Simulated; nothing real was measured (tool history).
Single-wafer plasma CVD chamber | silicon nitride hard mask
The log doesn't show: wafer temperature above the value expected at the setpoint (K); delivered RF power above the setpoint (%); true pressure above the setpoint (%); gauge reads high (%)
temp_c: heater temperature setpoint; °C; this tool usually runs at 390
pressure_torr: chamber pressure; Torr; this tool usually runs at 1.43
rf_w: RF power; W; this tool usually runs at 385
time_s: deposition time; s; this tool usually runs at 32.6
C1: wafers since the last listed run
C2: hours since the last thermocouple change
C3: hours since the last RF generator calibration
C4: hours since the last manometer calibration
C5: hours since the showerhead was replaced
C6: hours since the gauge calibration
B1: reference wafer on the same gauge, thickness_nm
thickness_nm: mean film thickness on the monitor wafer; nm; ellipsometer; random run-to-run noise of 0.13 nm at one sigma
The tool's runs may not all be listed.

{"run": 1, "hour": 0.0, "temp_c": 390, "pressure_torr": 1.29, "rf_w": 415, "time_s": 32.6, "C1": 0, "C2": 2469.4, "C3": 2670.2, "C4": 609.1, "C5": 2230.4, "C6": 308.3, "B1": 38.995, "thickness_nm": 47.497}
{"run": 2, "hour": 22.3, "temp_c": 390, "pressure_torr": 1.29, "rf_w": 415, "time_s": 32.6, "C1": 446, "C2": 2491.7, "C3": 2692.5, "C4": 631.4, "C5": 2252.7, "C6": 330.6, "B1": 38.998, "thickness_nm": 47.342}
{"run": 3, "hour": 54.9, "temp_c": 390, "pressure_torr": 1.29, "rf_w": 415, "time_s": 32.6, "C1": 652, "C2": 2524.3, "C3": 2725.1, "C4": 664.0, "C5": 2285.3, "C6": 363.2, "B1": 38.98, "thickness_nm": 47.274}
{"run": 4, "hour": 85.9, "temp_c": 397, "pressure_torr": 1.43, "rf_w": 385, "time_s": 32.6, "C1": 620, "C2": 2555.3, "C3": 2756.1, "C4": 695.0, "C5": 2316.3, "C6": 394.2, "B1": 39.02, "thickness_nm": 45.868}
{"run": 5, "hour": 112.7, "temp_c": 397, "pressure_torr": 1.43, "rf_w": 385, "time_s": 32.6, "C1": 536, "C2": 2582.1, "C3": 2782.9, "C4": 721.8, "C5": 2343.1, "C6": 421.0, "B1": 39.019, "thickness_nm": 46.27}
{"run": 6, "hour": 142.6, "temp_c": 397, "pressure_torr": 1.43, "rf_w": 385, "time_s": 32.6, "C1": 598, "C2": 2612.0, "C3": 2812.8, "C4": 751.7, "C5": 2373.0, "C6": 450.9, "B1": 38.976, "thickness_nm": 46.084}
{"run": 7, "hour": 185.9, "temp_c": 390, "pressure_torr": 1.43, "rf_w": 385, "time_s": 32.6, "C1": 866, "C2": 2655.3, "C3": 2856.1, "C4": 795.0, "C5": 2416.3, "C6": 494.2, "B1": 38.98, "thickness_nm": 45.984}
{"run": 8, "hour": 205.8, "temp_c": 390, "pressure_torr": 1.43, "rf_w": 385, "time_s": 32.6, "C1": 398, "C2": 2675.2, "C3": 2876.0, "C4": 814.9, "C5": 2436.2, "C6": 514.1, "B1": 39.001, "thickness_nm": 46.181}
{"hour": 213.8, "done": "RF generator calibrated"}
{"run": 9, "hour": 228.0, "temp_c": 390, "pressure_torr": 1.43, "rf_w": 385, "time_s": 32.6, "C1": 284, "C2": 2697.4, "C3": 14.2, "C4": 837.1, "C5": 2458.4, "C6": 536.3, "B1": 38.983, "thickness_nm": 45.094}
{"run": 10, "hour": 240.3, "temp_c": 394, "pressure_torr": 1.43, "rf_w": 385, "time_s": 32.6, "C1": 246, "C2": 2709.7, "C3": 26.5, "C4": 849.4, "C5": 2470.7, "C6": 548.6, "B1": 39.024, "thickness_nm": 44.904}
{"run": 11, "hour": 257.4, "temp_c": 394, "pressure_torr": 1.43, "rf_w": 385, "time_s": 32.6, "C1": 342, "C2": 2726.8, "C3": 43.6, "C4": 866.5, "C5": 2487.8, "C6": 565.7, "B1": 39.031, "thickness_nm": 44.785}
{"hour": 336.9, "done": "gauge calibrated"}
{"hour": 347.5, "done": "showerhead replaced"}
{"hour": 357.3, "done": "RF generator calibrated, repeated, since the last time left the tool worse"}
{"run": 12, "hour": 357.8, "temp_c": 394, "pressure_torr": 1.43, "rf_w": 385, "time_s": 32.6, "C1": 1689, "C2": 2827.2, "C3": 0.5, "C4": 966.9, "C5": 10.3, "C6": 20.9, "B1": 39.013, "thickness_nm": 47.34}
{"run": 13, "hour": 375.7, "temp_c": 397, "pressure_torr": 1.43, "rf_w": 385, "time_s": 35.4, "C1": 358, "C2": 2845.1, "C3": 18.4, "C4": 984.8, "C5": 28.2, "C6": 38.8, "B1": 38.994, "thickness_nm": 51.336}
{"run": 14, "hour": 408.0, "temp_c": 390, "pressure_torr": 1.43, "rf_w": 385, "time_s": 38.5, "C1": 646, "C2": 2877.4, "C3": 50.7, "C4": 1017.1, "C5": 60.5, "C6": 71.1, "B1": 39.011, "thickness_nm": 55.666}
{"run": 15, "hour": 438.1, "temp_c": 390, "pressure_torr": 1.43, "rf_w": 360, "time_s": 32.6, "C1": 602, "C2": 2907.5, "C3": 80.8, "C4": 1047.2, "C5": 90.6, "C6": 101.2, "B1": 38.984, "thickness_nm": 45.466}
{"run": 16, "hour": 473.2, "temp_c": 390, "pressure_torr": 1.43, "rf_w": 385, "time_s": 32.6, "C1": 702, "C2": 2942.6, "C3": 115.9, "C4": 1082.3, "C5": 125.7, "C6": 136.3, "B1": 39.009, "thickness_nm": 47.411}
{"hour": 486.0, "done": "capacitance manometer re-zeroed and calibrated"}
{"run": 17, "hour": 494.8, "temp_c": 390, "pressure_torr": 1.43, "rf_w": 385, "time_s": 32.6, "C1": 272, "C2": 2964.2, "C3": 137.5, "C4": 8.8, "C5": 147.3, "C6": 157.9, "B1": 39.005, "thickness_nm": 47.082}
{"hour": 509.6, "done": "thermocouple changed; heater temperature recalibrated"}
{"run": 18, "hour": 528.8, "temp_c": 386, "pressure_torr": 1.43, "rf_w": 350, "time_s": 32.6, "C1": 520, "C2": 19.2, "C3": 171.5, "C4": 42.8, "C5": 181.3, "C6": 191.9, "B1": 38.977, "thickness_nm": 44.69}
{"run": 19, "hour": 549.3, "temp_c": 390, "pressure_torr": 1.43, "rf_w": 385, "time_s": 32.6, "C1": 410, "C2": 39.7, "C3": 192.0, "C4": 63.3, "C5": 201.8, "C6": 212.4, "B1": 38.977, "thickness_nm": 47.244}
{"run": 20, "hour": 571.0, "temp_c": 390, "pressure_torr": 1.43, "rf_w": 385, "time_s": 32.6, "C1": 434, "C2": 61.4, "C3": 213.7, "C4": 85.0, "C5": 223.5, "C6": 234.1, "B1": 38.994, "thickness_nm": 46.806}
{"run": 21, "hour": 587.5, "temp_c": 390, "pressure_torr": 1.56, "rf_w": 385, "time_s": 32.6, "C1": 330, "C2": 77.9, "C3": 230.2, "C4": 101.5, "C5": 240.0, "C6": 250.6, "B1": 39.009, "thickness_nm": 48.013}
{"run": 22, "hour": 613.5, "temp_c": 390, "pressure_torr": 1.43, "rf_w": 385, "time_s": 32.6, "C1": 520, "C2": 103.9, "C3": 256.2, "C4": 127.5, "C5": 266.0, "C6": 276.6, "B1": 39.0, "thickness_nm": 47.005}
{"run": 23, "hour": 646.3, "temp_c": 404, "pressure_torr": 1.43, "rf_w": 405, "time_s": 32.6, "C1": 656, "C2": 136.7, "C3": 289.0, "C4": 160.3, "C5": 298.8, "C6": 309.4, "B1": 38.956, "thickness_nm": 48.025}
{"run": 24, "hour": 675.6, "temp_c": 403, "pressure_torr": 1.23, "rf_w": 405, "time_s": 34.4, "C1": 586, "C2": 166.0, "C3": 318.3, "C4": 189.6, "C5": 328.1, "C6": 338.7, "B1": 39.014, "thickness_nm": 49.16}
{"run": 25, "hour": 696.5, "temp_c": 384, "pressure_torr": 1.77, "rf_w": 425, "time_s": 36.9, "C1": 418, "C2": 186.9, "C3": 339.2, "C4": 210.5, "C5": 349.0, "C6": 359.6, "B1": 39.023, "thickness_nm": 58.851}

What the log doesn't show, run by run:
wafer temperature above the value expected at the setpoint (K): 0 at every run
true pressure above the setpoint (%): 0 at every run
gauge reads high (%): 0 at every run
H1: delivered RF power above the setpoint (%)
run=1 H1=-5.4
run=2 H1=-5.4
run=3 H1=-5.41
run=4 H1=-5.42
run=5 H1=-5.43
run=6 H1=-5.43
run=7 H1=-5.44
run=8 H1=-5.45
run=9 H1=-9.72
run=10 H1=-9.79
run=11 H1=-9.89
run=12 H1=-1.24
run=13 H1=-1.34
run=14 H1=-1.53
run=15 H1=-1.69
run=16 H1=-1.87
run=17 H1=-1.98
run=18 H1=-2.15
run=19 H1=-2.25
run=20 H1=-2.35
run=21 H1=-2.43
run=22 H1=-2.54
run=23 H1=-2.68
run=24 H1=-2.8
run=25 H1=-2.89
